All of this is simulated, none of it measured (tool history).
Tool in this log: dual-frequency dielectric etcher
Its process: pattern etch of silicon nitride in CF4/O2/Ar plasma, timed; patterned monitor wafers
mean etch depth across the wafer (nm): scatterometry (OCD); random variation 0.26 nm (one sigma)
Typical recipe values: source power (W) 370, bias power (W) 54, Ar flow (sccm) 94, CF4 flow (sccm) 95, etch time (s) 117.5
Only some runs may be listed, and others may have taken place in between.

run	hour	source power (W)	bias power (W)	Ar flow (sccm)	CF4 flow (sccm)	etch time (s)	wafers since the last listed run	hours since the last wet clean	hours since the last source power generator calibration	hours since the last bias power generator calibration	hours since the last Ar flow controller change	hours since the last CF4 flow controller change	hours since the last upper electrode change	hours since the gauge calibration	read-back reference wafer on the same gauge, depth_nm	mean etch depth across the wafer (nm)
1	0.0	370	51	94	95	105.5	0	81.0	4092.4	1742.0	3359.4	2189.5	2141.7	645.6	158.1	155.3
2	39.2	370	54	94	95	117.5	339	120.2	4131.6	1781.2	3398.6	2228.7	2180.9	684.8	158.0	176.3
3	80.1	370	54	94	95	117.5	354	161.1	4172.5	1822.1	3439.5	2269.6	2221.8	725.7	158.0	176.1
4	105.5	370	48	94	108	117.5	219	186.5	4197.9	1847.5	3464.9	2295.0	2247.2	751.1	158.0	171.8
5	155.0	370	48	94	108	117.5	428	236.0	4247.4	1897.0	3514.4	2344.5	2296.7	800.6	158.0	172.1
6	201.7	370	54	94	95	105.5	404	282.7	4294.1	1943.7	3561.1	2391.2	2343.4	847.3	158.0	157.7
7	247.9	370	54	94	95	99.0	400	328.9	4340.3	1989.9	3607.3	2437.4	2389.6	893.5	158.0	148.3
# hour 264.6: source power generator calibrated
# hour 302.3: Ar flow controller replaced
# hour 314.4: gauge calibrated
# hour 323.0: CF4 flow controller replaced
# hour 331.8: wet clean of the chamber
8	332.3	370	54	94	95	99.0	515	0.5	67.7	2074.3	30.0	9.3	2474.0	17.9	158.0	148.8
9	378.8	370	54	94	95	117.5	402	47.0	114.2	2120.8	76.5	55.8	2520.5	64.4	158.0	176.9
10	426.5	450	54	74	115	117.5	413	94.7	161.9	2168.5	124.2	103.5	2568.2	112.1	158.0	214.1
11	452.7	310	64	71	87	117.5	226	120.9	188.1	2194.7	150.4	129.7	2594.4	138.3	158.0	173.7
12	486.5	370	54	94	95	117.5	292	154.7	221.9	2228.5	184.2	163.5	2628.2	172.1	158.0	176.8
13	519.6	370	54	94	95	117.5	286	187.8	255.0	2261.6	217.3	196.6	2661.3	205.2	158.0	177.0
# hour 581.4: bias power generator calibrated
14	586.0	340	67	71	85	117.5	540	254.2	321.4	4.6	283.7	263.0	2727.7	271.6	158.0	184.2
15	630.6	370	54	94	95	117.5	386	298.8	366.0	49.2	328.3	307.6	2772.3	316.2	158.0	174.5
# hour 690.0: upper electrode replaced
# hour 717.0: wet clean of the chamber
16	717.5	370	54	94	113	140.0	336	0.5	452.9	136.1	415.2	394.5	27.5	403.1	158.0	212.8
17	748.2	370	54	112	111	117.5	265	31.2	483.6	166.8	445.9	425.2	58.2	433.8	158.0	173.1
18	813.2	370	40	94	71	117.5	562	96.2	548.6	231.8	510.9	490.2	123.2	498.8	158.0	153.5
19	863.6	420	49	94	95	117.5	436	146.6	599.0	282.2	561.3	540.6	173.6	549.2	158.0	185.1

Some steps in mean etch depth across the wafer (nm) between neighbouring runs. How much of each would the tool show without its hidden state too (settings, what came in, random variation), and how much is left for the hidden state, with any gauge scatter that isn't in both results?
Unlogged tool condition in this case: etch rate over this chamber's usual, %; source power that arrives over what is set, %; bias power that arrives over what is set, %; Ar flow that arrives over what is set, %; CF4 flow that arrives over what is set, %; gauge reads high (%).
Run 10 -> 11: source power (W) 450 -> 310, bias power (W) 54 -> 64, Ar flow (sccm) 74 -> 71, CF4 flow (sccm) 115 -> 87. mean etch depth across the wafer (nm) -40.4: hidden state -0.4, all else -40.0.
Run 13 -> 14: source power (W) 370 -> 340, bias power (W) 54 -> 67, Ar flow (sccm) 94 -> 71, CF4 flow (sccm) 95 -> 85, bias power generator calibrated. mean etch depth across the wafer (nm) +7.2: hidden state -2.5, all else +9.7.
